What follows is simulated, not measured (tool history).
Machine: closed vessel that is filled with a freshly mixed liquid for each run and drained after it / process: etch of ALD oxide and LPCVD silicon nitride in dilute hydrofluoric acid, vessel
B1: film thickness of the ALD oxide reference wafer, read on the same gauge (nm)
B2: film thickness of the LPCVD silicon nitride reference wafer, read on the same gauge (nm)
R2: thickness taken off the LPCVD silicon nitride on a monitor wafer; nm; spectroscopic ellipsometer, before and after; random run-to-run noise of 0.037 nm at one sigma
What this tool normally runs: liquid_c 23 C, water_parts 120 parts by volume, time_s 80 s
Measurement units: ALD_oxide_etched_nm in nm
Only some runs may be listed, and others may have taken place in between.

run 1 hour=0 | liquid_c=21.5 water_parts=120 time_s=80 | B1=70.02 B2=39.994 | ALD_oxide_etched_nm=5.76 R2=0.229
run 2 hour=66.1 | liquid_c=21.5 water_parts=120 time_s=80 | B1=70.01 B2=40.014 | ALD_oxide_etched_nm=5.82 R2=0.283
run 3 hour=124.1 | liquid_c=21.5 water_parts=120 time_s=80 | B1=70.01 B2=39.957 | ALD_oxide_etched_nm=5.85 R2=0.299
run 4 hour=150.4 | liquid_c=23 water_parts=120 time_s=80 | B1=70.02 B2=39.99 | ALD_oxide_etched_nm=6.18 R2=0.323
run 5 hour=187.6 | liquid_c=19 water_parts=80 time_s=65 | B1=70.03 B2=39.965 | ALD_oxide_etched_nm=6.6 R2=0.341
-- hour=229.7 hydrofluoric acid flow meter replaced
run 6 hour=250.9 | liquid_c=18 water_parts=70 time_s=40 | B1=69.93 B2=39.986 | ALD_oxide_etched_nm=4.21 R2=0.217
run 7 hour=300.2 | liquid_c=23 water_parts=120 time_s=95 | B1=70.03 B2=39.992 | ALD_oxide_etched_nm=6.78 R2=0.318
run 8 hour=343.7 | liquid_c=27 water_parts=135 time_s=65 | B1=69.97 B2=40 | ALD_oxide_etched_nm=4.78 R2=0.287
run 9 hour=394.8 | liquid_c=23 water_parts=140 time_s=80 | B1=70.01 B2=40.009 | ALD_oxide_etched_nm=4.8 R2=0.246
run 10 hour=425.5 | liquid_c=23 water_parts=120 time_s=40 | B1=70.01 B2=39.992 | ALD_oxide_etched_nm=2.88 R2=0.156
run 11 hour=594.1 | liquid_c=23 water_parts=150 time_s=80 | B1=70.01 B2=39.98 | ALD_oxide_etched_nm=4.47 R2=0.234
run 12 hour=628.9 | liquid_c=20 water_parts=85 time_s=80 | B1=70.04 B2=40.01 | ALD_oxide_etched_nm=7.45 R2=0.306
run 13 hour=683.3 | liquid_c=26 water_parts=170 time_s=65 | B1=69.99 B2=40 | ALD_oxide_etched_nm=3.48 R2=0.173
run 14 hour=722.4 | liquid_c=19.5 water_parts=95 time_s=115 | B1=70.01 B2=40.008 | ALD_oxide_etched_nm=9.36 R2=0.444
-- hour=785.2 thermometer replaced
run 15 hour=786.7 | liquid_c=27 water_parts=135 time_s=65 | B1=70 B2=39.988 | ALD_oxide_etched_nm=5.22 R2=0.382
run 16 hour=840.1 | liquid_c=23 water_parts=120 time_s=45 | B1=69.98 B2=39.985 | ALD_oxide_etched_nm=3.52 R2=0.213
run 17 hour=912 | liquid_c=26.5 water_parts=90 time_s=55 | B1=70.01 B2=39.967 | ALD_oxide_etched_nm=6.88 R2=0.409
run 18 hour=979.4 | liquid_c=21.5 water_parts=120 time_s=80 | B1=70 B2=40.016 | ALD_oxide_etched_nm=5.99 R2=0.304
-- hour=1056.1 gauge calibrated
run 19 hour=1121.7 | liquid_c=23 water_parts=120 time_s=80 | B1=69.95 B2=39.971 | ALD_oxide_etched_nm=6.24 R2=0.366
run 20 hour=1166.8 | liquid_c=23 water_parts=120 time_s=80 | B1=70.03 B2=40.012 | ALD_oxide_etched_nm=6.29 R2=0.316
run 21 hour=1232.6 | liquid_c=18.5 water_parts=175 time_s=80 | B1=69.96 B2=40.028 | ALD_oxide_etched_nm=3.41 R2=0.204
run 22 hour=1266.8 | liquid_c=20 water_parts=180 time_s=50 | B1=69.99 B2=39.978 | ALD_oxide_etched_nm=2.2 R2=0.121
run 23 hour=1309.8 | liquid_c=19.5 water_parts=65 time_s=60 | B1=70 B2=40.045 | ALD_oxide_etched_nm=7.96 R2=0.392
run 24 hour=1374.6 | liquid_c=25.5 water_parts=120 time_s=80 | B1=69.99 B2=39.996 | ALD_oxide_etched_nm=6.94 R2=0.459
run 25 hour=1428.6 | liquid_c=27 water_parts=120 time_s=80 | B1=70.01 B2=40.019 | ALD_oxide_etched_nm=7.38 R2=0.419
run 26 hour=1489.4 | liquid_c=20 water_parts=180 time_s=50 | B1=70.04 B2=39.969 | ALD_oxide_etched_nm=2.19 R2=0.13
run 27 hour=1550.2 | liquid_c=23 water_parts=120 time_s=80 | B1=69.99 B2=40.01 | ALD_oxide_etched_nm=6.3 R2=0.365

Each row is a separate what-if for the run after 27, all from the same tool condition, not one after another. Results?
run A hour=1550.9 | liquid_c=23 water_parts=120 time_s=80 | B1=? B2=? | ALD_oxide_etched_nm=? R2=?
run B hour=1550.9 | liquid_c=23 water_parts=120 time_s=115 | B1=? B2=? | ALD_oxide_etched_nm=? R2=?
run C hour=1550.9 | liquid_c=23 water_parts=120 time_s=125 | B1=? B2=? | ALD_oxide_etched_nm=? R2=?

run=A B1=70.02 B2=40.003 ALD_oxide_etched_nm=6.26 R2=0.341
run=B B1=70.02 B2=40.003 ALD_oxide_etched_nm=8.99 R2=0.489
run=C B1=70.02 B2=40.003 ALD_oxide_etched_nm=9.78 R2=0.532
What these runs would have given with no unlogged condition in the tool:
run=A ALD_oxide_etched_nm=6.06 R2=0.338
run=B ALD_oxide_etched_nm=8.72 R2=0.486
run=C ALD_oxide_etched_nm=9.48 R2=0.529
